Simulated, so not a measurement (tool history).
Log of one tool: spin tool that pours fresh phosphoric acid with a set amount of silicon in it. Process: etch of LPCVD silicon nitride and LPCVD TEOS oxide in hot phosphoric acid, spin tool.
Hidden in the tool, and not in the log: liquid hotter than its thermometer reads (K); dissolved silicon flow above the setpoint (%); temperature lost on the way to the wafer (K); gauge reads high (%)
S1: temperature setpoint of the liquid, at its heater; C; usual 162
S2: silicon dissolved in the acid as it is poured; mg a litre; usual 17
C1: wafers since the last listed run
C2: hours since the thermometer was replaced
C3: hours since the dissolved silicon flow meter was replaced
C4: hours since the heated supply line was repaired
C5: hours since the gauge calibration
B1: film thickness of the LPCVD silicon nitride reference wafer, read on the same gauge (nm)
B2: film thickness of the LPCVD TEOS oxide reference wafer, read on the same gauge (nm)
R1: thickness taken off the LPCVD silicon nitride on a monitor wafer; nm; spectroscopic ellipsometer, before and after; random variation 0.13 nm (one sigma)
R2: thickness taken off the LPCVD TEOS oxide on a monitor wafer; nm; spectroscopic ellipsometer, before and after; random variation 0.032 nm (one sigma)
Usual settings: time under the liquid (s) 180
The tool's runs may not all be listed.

{"run": 1, "day": 0.0, "S1": 162, "S2": 17, "time under the liquid (s)": 180, "C1": 0, "C2": 2643.8, "C3": 1774.1, "C4": 1764.9, "C5": 176.7, "B1": 139.99, "B2": 110.037, "R1": 16.15, "R2": 0.332}
{"run": 2, "day": 4.242, "S1": 163.5, "S2": 17, "time under the liquid (s)": 180, "C1": 756, "C2": 2745.6, "C3": 1875.9, "C4": 1866.7, "C5": 278.5, "B1": 140, "B2": 110.042, "R1": 16.75, "R2": 0.432}
{"day": 4.838, "done": "gauge calibrated"}
{"run": 3, "day": 5.304, "S1": 163.5, "S2": 17, "time under the liquid (s)": 180, "C1": 189, "C2": 2771.1, "C3": 1901.4, "C4": 1892.2, "C5": 11.2, "B1": 140, "B2": 110.036, "R1": 16.63, "R2": 0.373}
{"run": 4, "day": 5.904, "S1": 160.5, "S2": 17, "time under the liquid (s)": 215, "C1": 107, "C2": 2785.5, "C3": 1915.8, "C4": 1906.6, "C5": 25.6, "B1": 139.98, "B2": 110.017, "R1": 18.21, "R2": 0.408}
{"run": 5, "day": 6.962, "S1": 160.5, "S2": 17, "time under the liquid (s)": 215, "C1": 188, "C2": 2810.9, "C3": 1941.2, "C4": 1932, "C5": 51, "B1": 139.99, "B2": 109.973, "R1": 18.15, "R2": 0.362}
{"run": 6, "day": 8.179, "S1": 162, "S2": 17, "time under the liquid (s)": 180, "C1": 217, "C2": 2840.1, "C3": 1970.4, "C4": 1961.2, "C5": 80.2, "B1": 140.04, "B2": 109.971, "R1": 15.76, "R2": 0.301}
{"run": 7, "day": 9.05, "S1": 162, "S2": 17, "time under the liquid (s)": 180, "C1": 155, "C2": 2861, "C3": 1991.3, "C4": 1982.1, "C5": 101.1, "B1": 139.97, "B2": 110.041, "R1": 15.9, "R2": 0.343}
{"run": 8, "day": 10.317, "S1": 159, "S2": 17, "time under the liquid (s)": 180, "C1": 225, "C2": 2891.4, "C3": 2021.7, "C4": 2012.5, "C5": 131.5, "B1": 139.98, "B2": 109.951, "R1": 14.2, "R2": 0.275}
{"run": 9, "day": 11.538, "S1": 160.5, "S2": 8.5, "time under the liquid (s)": 180, "C1": 217, "C2": 2920.7, "C3": 2051, "C4": 2041.8, "C5": 160.8, "B1": 139.97, "B2": 109.989, "R1": 14.86, "R2": 0.354}
{"day": 12.892, "done": "heated supply line repaired"}
{"run": 10, "day": 12.938, "S1": 162, "S2": 17, "time under the liquid (s)": 180, "C1": 242, "C2": 2954.3, "C3": 2084.6, "C4": 1.1, "C5": 194.4, "B1": 139.98, "B2": 109.987, "R1": 18.51, "R2": 0.389}
{"day": 13.746, "done": "thermometer replaced"}
{"run": 11, "day": 14.367, "S1": 162, "S2": 17, "time under the liquid (s)": 180, "C1": 247, "C2": 14.9, "C3": 2118.9, "C4": 35.4, "C5": 228.7, "B1": 140.03, "B2": 109.945, "R1": 18.49, "R2": 0.493}
{"day": 15.079, "done": "gauge calibrated"}
{"day": 16.404, "done": "dissolved silicon flow meter replaced"}
{"run": 12, "day": 16.912, "S1": 162, "S2": 17, "time under the liquid (s)": 180, "C1": 446, "C2": 76, "C3": 12.2, "C4": 96.5, "C5": 44, "B1": 140.01, "B2": 109.929, "R1": 18.08, "R2": 0.512}
{"run": 13, "day": 17.808, "S1": 162, "S2": 11.5, "time under the liquid (s)": 290, "C1": 159, "C2": 97.5, "C3": 33.7, "C4": 118, "C5": 65.5, "B1": 139.98, "B2": 110.007, "R1": 29.42, "R2": 0.901}
{"run": 14, "day": 19.217, "S1": 162, "S2": 17, "time under the liquid (s)": 125, "C1": 251, "C2": 131.3, "C3": 67.5, "C4": 151.8, "C5": 99.3, "B1": 140.02, "B2": 109.978, "R1": 12.66, "R2": 0.331}
{"run": 15, "day": 20.642, "S1": 163, "S2": 30, "time under the liquid (s)": 145, "C1": 254, "C2": 165.5, "C3": 101.7, "C4": 186, "C5": 133.5, "B1": 139.99, "B2": 109.973, "R1": 15.06, "R2": 0.248}

The tool's hidden state at each run:
liquid hotter than its thermometer reads (K): 0 in every run
dissolved silicon flow above the setpoint (%): 0 in every run
gauge reads high (%): 0 in every run
H1: temperature lost on the way to the wafer (K)
run=1 H1=4.19
run=2 H1=4.41
run=3 H1=4.46
run=4 H1=4.49
run=5 H1=4.55
run=6 H1=4.61
run=7 H1=4.66
run=8 H1=4.72
run=9 H1=4.78
run=10 H1=0.328
run=11 H1=0.402
run=12 H1=0.534
run=13 H1=0.58
run=14 H1=0.653
run=15 H1=0.726
